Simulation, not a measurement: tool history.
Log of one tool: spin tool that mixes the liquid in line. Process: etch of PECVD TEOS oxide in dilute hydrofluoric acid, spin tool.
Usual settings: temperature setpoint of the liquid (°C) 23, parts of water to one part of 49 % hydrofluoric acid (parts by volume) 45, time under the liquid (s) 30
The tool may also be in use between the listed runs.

run     day  temperature setpoint of the liquid (°C)  parts of water to one part of 49 % hydrofluoric acid (parts by volume)  time under the liquid (s)  read-back film thickness of the PECVD TEOS oxide reference wafer, read on the same gauge (nm)  thickness taken off the PECVD TEOS oxide on a monitor wafer (angstrom)
  1       0                                       23                                                                      45                         30                                                                                          49.95                                                                   108.6
  2   0.612                                       23                                                                      45                         30                                                                                          50.07                                                                   109.4
  3     1.1                                       23                                                                      45                         30                                                                                          50.01                                                                   107.2
  4   1.425                                       23                                                                      45                         45                                                                                          50.04                                                                   164.3
  5   2.096                                       23                                                                      45                         45                                                                                          49.94                                                                   164.1
  6   2.412                                       23                                                                      45                         45                                                                                          49.97                                                                   163.2
  7    2.95                                       23                                                                      45                         30                                                                                          50.05                                                                   109.8
  8   3.446                                       23                                                                      40                         30                                                                                          49.99                                                                   121.8
  9   3.967                                       23                                                                      40                         30                                                                                          50.01                                                                   123.7
      4.117  -- gauge calibrated
 10   4.342                                       23                                                                      45                         25                                                                                          49.99                                                                    89.6
 11       5                                       23                                                                      45                         30                                                                                          49.98                                                                   107.3
 12   5.575                                       23                                                                      45                         30                                                                                          50.02                                                                     107
 13   5.888                                       23                                                                      45                         40                                                                                          49.98                                                                   143.4
 14   6.196                                       23                                                                      45                         30                                                                                          50.02                                                                   107.8
 15   6.712                                       23                                                                      45                         30                                                                                          50.03                                                                   107.8
 16   7.142                                     18.5                                                                      35                         20                                                                                          49.99                                                                      77
 17   7.483                                       23                                                                      45                         30                                                                                          49.98                                                                     108
 18   7.967                                     20.5                                                                      45                         30                                                                                          49.99                                                                    97.8
 19   8.238                                       23                                                                      45                         30                                                                                          50.02                                                                   108.2
 20   8.625                                       23                                                                      40                         50                                                                                          50.01                                                                   201.7
 21   8.929                                     18.5                                                                      45                         30                                                                                          50.01                                                                    88.4
 22   9.358                                       23                                                                      55                         30                                                                                             50                                                                    85.4
      9.504  -- hydrofluoric acid flow meter replaced
      9.583  -- thermometer replaced
 23   9.712                                     24.5                                                                      45                         30                                                                                             50                                                                   123.1
 24  10.142                                     20.5                                                                      40                         20                                                                                          50.01                                                                    78.8
 25  10.667                                       23                                                                      45                         30                                                                                          50.06                                                                   115.4
 26  11.067                                     27.5                                                                      55                         30                                                                                          50.04                                                                   111.4
 27  11.646                                       23                                                                      45                         30                                                                                          50.01                                                                   116.6
 28   12.05                                       23                                                                      25                         20                                                                                             50                                                                   141.8
 29  12.538                                     24.5                                                                      45                         15                                                                                          50.02                                                                    61.6
 30  12.883                                     19.5                                                                      40                         35                                                                                          49.98                                                                   128.2
 31  13.596                                     25.5                                                                      40                         30                                                                                          49.98                                                                   141.5

3 ways to go on from here, each from the tool as it stands after run 31. What would each give?
  A  13.612                                       23                                                                      45                         35                                                                                              ?                                                                       ?
  B  13.612                                       25                                                                      35                         50                                                                                              ?                                                                       ?
  C  13.612                                       25                                                                      45                         45                                                                                              ?                                                                       ?

run  read-back film thickness of the PECVD TEOS oxide reference wafer, read on the same gauge (nm)  thickness taken off the PECVD TEOS oxide on a monitor wafer (angstrom)
  A                                                                                          49.99                                                                   133.3
  B                                                                                          49.99                                                                   269.6
  C                                                                                          49.99                                                                   186.2
Without the tool's hidden state the same runs would have given:
run  thickness taken off the PECVD TEOS oxide on a monitor wafer (angstrom)
  A                                                                     135
  B                                                                     273
  C                                                                   188.5
